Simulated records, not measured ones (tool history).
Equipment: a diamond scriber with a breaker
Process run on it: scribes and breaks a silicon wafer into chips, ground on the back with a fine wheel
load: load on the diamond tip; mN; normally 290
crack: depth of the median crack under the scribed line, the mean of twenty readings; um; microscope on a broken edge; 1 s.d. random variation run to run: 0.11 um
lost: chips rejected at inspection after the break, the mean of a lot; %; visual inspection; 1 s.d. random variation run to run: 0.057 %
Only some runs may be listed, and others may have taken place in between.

run     day  load  incoming depth of the damage left on the back of the incoming wafer, um  crack   lost
  1       0   341                                                                     1.68   9.86   1.16
  2   1.108   290                                                                     1.68   8.51   3.73
  3   1.817   290                                                                     2.59    8.5   5.93
  4   3.125   290                                                                     1.54    8.7   4.23
  5   3.942   290                                                                      2.3   8.47   6.18
  6   4.642   290                                                                     2.89   8.49    8.9
  7   5.712   290                                                                     2.56    8.3   7.77
  8   6.933   358                                                                      1.6   9.78   0.89
  9   7.792   290                                                                     2.11   8.13   8.08
 10   9.254   290                                                                     2.63   8.18  11.03
 11  10.279   290                                                                     2.83   8.06  12.63
     10.842  -- diamond tip replaced by a new one
 12  11.229   262                                                                     1.92   8.64   3.84
 13  12.717   262                                                                     1.53   8.58   4.05
 14  14.083   290                                                                     2.89   9.07   3.78
 15  14.833   253                                                                     1.68   8.22   7.08
 16  15.529   369                                                                     2.69  10.84   7.61
 17  16.383   253                                                                     1.78   8.11   8.16
 18  19.583   340                                                                     1.63   9.89   1.42
 19    20.5   290                                                                     2.96   8.78   6.06
 20  21.154   230                                                                     2.89   7.18  24.58
 21  21.688   345                                                                     2.62   9.84   2.64
     24.621  -- load on the tip recalibrated
 22  25.879   369                                                                     2.39  10.13   2.55
 23  27.029   359                                                                     1.84   9.82   1.22
 24  27.654   210                                                                     2.08   6.48  37.67
     28.196  -- diamond tip replaced by a new one
 25  28.825   245                                                                      2.7   8.27   8.64
 26  29.967   341                                                                     2.83  10.79   5.67
 27  31.217   366                                                                     2.81  11.29   8.87
 28  32.625   361                                                                     1.81  10.97   5.94
 29  34.071   344                                                                     2.13  10.36   3.15
 30  34.675   234                                                                     1.89   7.59  13.67
 31  35.412   290                                                                     2.59   8.85   3.59

A few steps of crack between consecutive runs. Split each: what settings, incoming material and random variation would produce without the hidden state, and what is left over for the hidden state, along with gauge scatter present in only one of the two compared results (measured, and without hidden state):
Hidden state at play: share of the diamond tip's cutting effectiveness lost through wear, %; deviation of the load on the tip from its setpoint, %.
Run 11 -> 12: load 290 -> 262, diamond tip replaced by a new one. crack +0.58 um: hidden state +1.44, all else -0.86.
Run 16 -> 17: load 369 -> 253. crack -2.73 um: hidden state +0.07, all else -2.8.
Run 23 -> 24: load 359 -> 210. crack -3.34 um: hidden state +0.45, all else -3.79.
Run 24 -> 25: load 210 -> 245, diamond tip replaced by a new one. crack +1.79 um: hidden state +0.96, all else +0.83.
Run 29 -> 30: load 344 -> 234. crack -2.77 um: hidden state +0.09, all else -2.86.
